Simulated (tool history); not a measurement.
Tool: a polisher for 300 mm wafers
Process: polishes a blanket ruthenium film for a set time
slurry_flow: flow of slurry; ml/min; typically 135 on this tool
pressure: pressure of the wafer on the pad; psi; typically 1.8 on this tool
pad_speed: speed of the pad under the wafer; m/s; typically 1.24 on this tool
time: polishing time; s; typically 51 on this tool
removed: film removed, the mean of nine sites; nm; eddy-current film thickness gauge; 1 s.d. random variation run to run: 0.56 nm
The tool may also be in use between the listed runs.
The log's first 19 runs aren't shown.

run   hour  slurry_flow  pressure  pad_speed  time  incoming thickness of the incoming film, nm  removed
 20  521.1          100       1.8       1.24    41                                        356.3     49.4
 21  533.8          135       1.8       1.54    39                                        349.8     63.7
 22  554.1          150       1.4       1.08    64                                        355.6     58.2
 23  589.1          135       1.8       1.24    41                                        352.2     54.1
 24  616.4          135       1.8       1.24    51                                        353.2     67.9
 25  643.8          135       1.2       0.94    46                                        346.9     30.6
 26  660.7          110       1.8       1.08    51                                        345.9     55.9
     673.9  -- worn pad replaced by a new one
 27  692.4          175       1.8          1    38                                        352.6     42.8
 28  704.8          165       1.8       1.24    63                                        353.9     85.9
 29  736.5          135       1.8       1.38    51                                        349.6     73.5
 30    757          100       1.8       1.24    51                                        351.1     62.6
     762.3  -- slurry nozzle cleaned
 31    782          135       1.8       1.24    51                                        355.6       67
 32  794.1          100       1.8       1.24    41                                        346.6     49.3
 33    818          135       1.8       1.24    51                                        352.7     67.3
 34  830.1          110       1.8       0.84    51                                        351.4     43.3
 35  848.4          135       1.8       1.06    51                                          349     56.4
     882.2  -- worn pad replaced by a new one
 36  882.7          135       2.1       1.64    51                                        349.5    102.7
 37  913.4          160         2       1.64    56                                        347.6    109.4

Forecast each of these 4 alternatives for the next run:
  A  913.8          135       1.8       1.24    51                                          354        ?
  B  913.8          170       1.5       1.24    51                                          354        ?
  C  913.8          150       1.3        1.6    42                                          354        ?
  D  913.8          155       1.8       1.24    51                                          354        ?

run  removed
  A     66.2
  B     57.6
  C     51.9
  D       68
With the hidden condition removed and each run's random variation left untouched, the same runs would have given:
run  removed
  A     67.3
  B     58.6
  C     52.8
  D     69.2

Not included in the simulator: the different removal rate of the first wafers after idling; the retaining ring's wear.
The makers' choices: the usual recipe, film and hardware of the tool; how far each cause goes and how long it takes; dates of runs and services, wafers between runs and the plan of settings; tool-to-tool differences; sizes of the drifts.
